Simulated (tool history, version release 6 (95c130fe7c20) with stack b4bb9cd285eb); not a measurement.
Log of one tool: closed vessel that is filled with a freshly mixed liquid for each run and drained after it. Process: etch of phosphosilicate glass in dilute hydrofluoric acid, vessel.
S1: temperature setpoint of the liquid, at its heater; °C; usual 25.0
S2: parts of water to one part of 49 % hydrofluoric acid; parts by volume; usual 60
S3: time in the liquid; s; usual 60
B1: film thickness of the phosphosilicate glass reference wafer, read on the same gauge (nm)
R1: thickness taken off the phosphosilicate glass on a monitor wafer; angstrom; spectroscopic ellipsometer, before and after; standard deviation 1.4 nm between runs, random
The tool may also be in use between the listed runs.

run 1 hour=0.0 | S1=25.0 S2=60 S3=60 | B1=129.98 | R1=1665.6
run 2 hour=102.5 | S1=25.0 S2=60 S3=60 | B1=130.03 | R1=1683.9
run 3 hour=195.7 | S1=21.5 S2=60 S3=40 | B1=129.97 | R1=969.5
run 4 hour=237.5 | S1=21.5 S2=60 S3=40 | B1=129.99 | R1=980.3
run 5 hour=333.1 | S1=25.0 S2=75 S3=60 | B1=130.07 | R1=1305.9
run 6 hour=411.2 | S1=25.0 S2=60 S3=60 | B1=130.03 | R1=1687.8
run 7 hour=518.8 | S1=25.0 S2=60 S3=60 | B1=129.95 | R1=1686.7
run 8 hour=601.1 | S1=25.0 S2=60 S3=60 | B1=129.99 | R1=1674.0
run 9 hour=643.4 | S1=25.0 S2=60 S3=60 | B1=129.99 | R1=1702.8
run 10 hour=735.7 | S1=25.0 S2=60 S3=60 | B1=129.99 | R1=1707.4
run 11 hour=783.3 | S1=24.0 S2=35 S3=60 | B1=130.03 | R1=2932.2
-- hour=813.0 thermometer replaced
run 12 hour=874.3 | S1=25.0 S2=60 S3=60 | B1=130.03 | R1=1710.4
run 13 hour=944.9 | S1=25.0 S2=60 S3=60 | B1=129.98 | R1=1711.2
-- hour=979.7 gauge calibrated
run 14 hour=981.8 | S1=26.5 S2=75 S3=80 | B1=130.00 | R1=1906.7
run 15 hour=1046.1 | S1=25.0 S2=60 S3=95 | B1=130.00 | R1=2732.1
run 16 hour=1153.0 | S1=23.5 S2=45 S3=35 | B1=130.02 | R1=1296.3
-- hour=1164.7 hydrofluoric acid flow meter replaced
run 17 hour=1189.3 | S1=25.0 S2=60 S3=60 | B1=130.00 | R1=1663.9
run 18 hour=1418.6 | S1=22.5 S2=70 S3=35 | B1=129.98 | R1=748.9
run 19 hour=1544.7 | S1=23.5 S2=60 S3=60 | B1=129.98 | R1=1590.9
run 20 hour=1632.9 | S1=25.0 S2=75 S3=80 | B1=129.99 | R1=1772.5
run 21 hour=1684.3 | S1=21.5 S2=50 S3=70 | B1=130.03 | R1=2094.0
run 22 hour=1776.3 | S1=25.0 S2=60 S3=60 | B1=130.02 | R1=1702.6
run 23 hour=1862.5 | S1=25.0 S2=60 S3=60 | B1=130.00 | R1=1711.3
run 24 hour=1953.6 | S1=25.0 S2=60 S3=60 | B1=130.00 | R1=1711.3
run 25 hour=2033.3 | S1=29.5 S2=45 S3=60 | B1=129.99 | R1=2767.1
run 26 hour=2118.1 | S1=25.0 S2=60 S3=60 | B1=130.03 | R1=1711.8

Consider 3 possible next runs. They are alternatives, not a sequence: every one starts from the tool as it was left by run 26. What does each give?
run A hour=2118.8 | S1=25.0 S2=60 S3=30 | B1=? | R1=?
run B hour=2118.8 | S1=25.0 S2=45 S3=80 | B1=? | R1=?
run C hour=2118.8 | S1=21.0 S2=85 S3=60 | B1=? | R1=?

run=A B1=130.00 R1=869.0
run=B B1=130.00 R1=3151.0
run=C B1=130.00 R1=1010.5
Had the tool no hidden state, the same runs would have come out as:
run=A R1=838.8
run=B R1=3043.5
run=C R1=974.8
